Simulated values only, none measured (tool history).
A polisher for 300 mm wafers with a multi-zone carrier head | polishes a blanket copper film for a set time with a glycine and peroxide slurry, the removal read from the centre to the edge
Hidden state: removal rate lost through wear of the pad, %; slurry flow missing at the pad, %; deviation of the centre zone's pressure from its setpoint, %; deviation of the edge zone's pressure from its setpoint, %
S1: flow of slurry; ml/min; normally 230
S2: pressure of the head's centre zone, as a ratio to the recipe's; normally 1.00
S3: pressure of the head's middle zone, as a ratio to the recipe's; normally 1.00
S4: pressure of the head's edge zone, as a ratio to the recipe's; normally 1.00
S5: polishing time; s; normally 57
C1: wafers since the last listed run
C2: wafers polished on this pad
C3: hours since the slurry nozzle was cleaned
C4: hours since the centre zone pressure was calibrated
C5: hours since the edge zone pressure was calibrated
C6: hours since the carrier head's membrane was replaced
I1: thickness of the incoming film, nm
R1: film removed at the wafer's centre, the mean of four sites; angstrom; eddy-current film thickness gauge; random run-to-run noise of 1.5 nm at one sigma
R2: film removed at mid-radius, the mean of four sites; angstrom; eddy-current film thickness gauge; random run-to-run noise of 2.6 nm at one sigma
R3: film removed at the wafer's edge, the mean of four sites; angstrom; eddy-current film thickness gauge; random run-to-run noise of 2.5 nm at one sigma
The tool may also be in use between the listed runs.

{"run": 1, "hour": 0.0, "S1": 230, "S2": 1.0, "S3": 1.0, "S4": 1.0, "S5": 57, "C1": 0, "C2": 3262, "C3": 484.6, "C4": 113.6, "C5": 598.4, "C6": 1297.9, "I1": 2398.8, "R1": 2165, "R2": 2171, "R3": 2195}
{"run": 2, "hour": 65.7, "S1": 230, "S2": 1.0, "S3": 1.0, "S4": 1.0, "S5": 57, "C1": 607, "C2": 3870, "C3": 550.3, "C4": 179.3, "C5": 664.1, "C6": 1363.6, "I1": 2419.1, "R1": 2200, "R2": 2213, "R3": 2166}
{"run": 3, "hour": 160.9, "S1": 230, "S2": 1.0, "S3": 0.94, "S4": 1.04, "S5": 57, "C1": 880, "C2": 4750, "C3": 645.5, "C4": 274.5, "C5": 759.3, "C6": 1458.8, "I1": 2368.6, "R1": 2244, "R2": 2098, "R3": 2266}
{"hour": 231.6, "done": "slurry nozzle cleaned"}
{"hour": 237.3, "done": "edge zone pressure recalibrated"}
{"hour": 259.4, "done": "carrier head's membrane replaced by a new one"}
{"hour": 344.4, "done": "worn pad replaced by a new one"}
{"run": 4, "hour": 387.9, "S1": 230, "S2": 0.96, "S3": 0.93, "S4": 1.0, "S5": 52, "C1": 1988, "C2": 402, "C3": 156.3, "C4": 501.5, "C5": 150.6, "C6": 128.5, "I1": 2385.3, "R1": 1964, "R2": 1855, "R3": 1990}
{"run": 5, "hour": 460.0, "S1": 230, "S2": 1.0, "S3": 1.0, "S4": 1.0, "S5": 57, "C1": 666, "C2": 1069, "C3": 228.4, "C4": 573.6, "C5": 222.7, "C6": 200.6, "I1": 2389.4, "R1": 2295, "R2": 2169, "R3": 2180}
{"run": 6, "hour": 527.9, "S1": 230, "S2": 1.0, "S3": 1.0, "S4": 1.0, "S5": 73, "C1": 627, "C2": 1697, "C3": 296.3, "C4": 641.5, "C5": 290.6, "C6": 268.5, "I1": 2384.1, "R1": 2942, "R2": 2844, "R3": 2804}
{"run": 7, "hour": 582.8, "S1": 230, "S2": 1.0, "S3": 1.0, "S4": 1.0, "S5": 57, "C1": 507, "C2": 2205, "C3": 351.2, "C4": 696.4, "C5": 345.5, "C6": 323.4, "I1": 2386.5, "R1": 2293, "R2": 2230, "R3": 2218}
{"run": 8, "hour": 650.3, "S1": 255, "S2": 0.96, "S3": 0.96, "S4": 1.09, "S5": 57, "C1": 624, "C2": 2829, "C3": 418.7, "C4": 763.9, "C5": 413.0, "C6": 390.9, "I1": 2404.1, "R1": 2213, "R2": 2122, "R3": 2274}
{"run": 9, "hour": 695.7, "S1": 185, "S2": 1.0, "S3": 1.0, "S4": 0.96, "S5": 57, "C1": 419, "C2": 3249, "C3": 464.1, "C4": 809.3, "C5": 458.4, "C6": 436.3, "I1": 2372.3, "R1": 2209, "R2": 2151, "R3": 2111}
{"hour": 880.1, "done": "worn pad replaced by a new one"}
{"hour": 906.3, "done": "centre zone pressure recalibrated"}
{"hour": 914.5, "done": "slurry nozzle cleaned"}
{"run": 10, "hour": 988.3, "S1": 230, "S2": 1.0, "S3": 1.0, "S4": 1.0, "S5": 74, "C1": 2641, "C2": 973, "C3": 73.8, "C4": 82.0, "C5": 751.0, "C6": 728.9, "I1": 2396.3, "R1": 2918, "R2": 2859, "R3": 2862}
{"run": 11, "hour": 1076.2, "S1": 230, "S2": 0.91, "S3": 1.0, "S4": 0.92, "S5": 57, "C1": 812, "C2": 1786, "C3": 161.7, "C4": 169.9, "C5": 838.9, "C6": 816.8, "I1": 2407.9, "R1": 2065, "R2": 2238, "R3": 2112}
{"hour": 1102.6, "done": "edge zone pressure recalibrated"}
{"run": 12, "hour": 1170.2, "S1": 230, "S2": 1.0, "S3": 1.11, "S4": 1.0, "S5": 57, "C1": 850, "C2": 2636, "C3": 255.7, "C4": 263.9, "C5": 67.6, "C6": 910.8, "I1": 2383.6, "R1": 2294, "R2": 2377, "R3": 2191}
{"run": 13, "hour": 1266.5, "S1": 230, "S2": 1.0, "S3": 1.05, "S4": 1.0, "S5": 57, "C1": 890, "C2": 3527, "C3": 352.0, "C4": 360.2, "C5": 163.9, "C6": 1007.1, "I1": 2410.9, "R1": 2308, "R2": 2288, "R3": 2166}
{"run": 14, "hour": 1307.0, "S1": 230, "S2": 1.0, "S3": 1.0, "S4": 0.88, "S5": 57, "C1": 374, "C2": 3902, "C3": 392.5, "C4": 400.7, "C5": 204.4, "C6": 1047.6, "I1": 2445.8, "R1": 2295, "R2": 2186, "R3": 2105}
{"run": 15, "hour": 1378.1, "S1": 230, "S2": 1.04, "S3": 1.0, "S4": 1.0, "S5": 57, "C1": 657, "C2": 4559, "C3": 463.6, "C4": 471.8, "C5": 275.5, "C6": 1118.7, "I1": 2385.5, "R1": 2399, "R2": 2207, "R3": 2190}
{"run": 16, "hour": 1479.3, "S1": 230, "S2": 1.0, "S3": 1.0, "S4": 1.04, "S5": 57, "C1": 935, "C2": 5495, "C3": 564.8, "C4": 573.0, "C5": 376.7, "C6": 1219.9, "I1": 2343.9, "R1": 2338, "R2": 2209, "R3": 2217}
{"hour": 1503.9, "done": "worn pad replaced by a new one"}
{"run": 17, "hour": 1570.2, "S1": 160, "S2": 0.9, "S3": 1.0, "S4": 1.0, "S5": 57, "C1": 803, "C2": 613, "C3": 655.7, "C4": 663.9, "C5": 467.6, "C6": 1310.8, "I1": 2428.9, "R1": 2037, "R2": 2106, "R3": 2121}
{"hour": 1573.9, "done": "slurry nozzle cleaned"}
{"run": 18, "hour": 1611.9, "S1": 230, "S2": 1.0, "S3": 1.07, "S4": 0.96, "S5": 69, "C1": 376, "C2": 989, "C3": 38.0, "C4": 705.6, "C5": 509.3, "C6": 1352.5, "I1": 2434.4, "R1": 2809, "R2": 2826, "R3": 2642}
{"run": 19, "hour": 1692.0, "S1": 230, "S2": 1.0, "S3": 1.0, "S4": 1.0, "S5": 57, "C1": 740, "C2": 1730, "C3": 118.1, "C4": 785.7, "C5": 589.4, "C6": 1432.6, "I1": 2354.9, "R1": 2307, "R2": 2183, "R3": 2172}
{"run": 20, "hour": 1794.4, "S1": 230, "S2": 1.0, "S3": 0.92, "S4": 1.0, "S5": 57, "C1": 946, "C2": 2677, "C3": 220.5, "C4": 888.1, "C5": 691.8, "C6": 1535.0, "I1": 2407.1, "R1": 2292, "R2": 2059, "R3": 2230}

Run 21, settings as shown, results not yet in. Your forecast:
{"hour": 1875.9, "done": "edge zone pressure recalibrated"}
{"run": 21, "hour": 1876.4, "S1": 230, "S2": 1.0, "S3": 1.0, "S4": 0.89, "S5": 57, "C1": 739, "C2": 3417, "C3": 302.5, "C4": 970.1, "C5": 0.5, "C6": 1617.0, "I1": 2400.0, "R1": "?", "R2": "?", "R3": "?"}

R1: 2302 angstrom
R2: 2167 angstrom
R3: 2020 angstrom
Had the tool carried no hidden state, the very same run would have given R1 2140 angstrom, R2 2168 angstrom, R3 2020 angstrom.
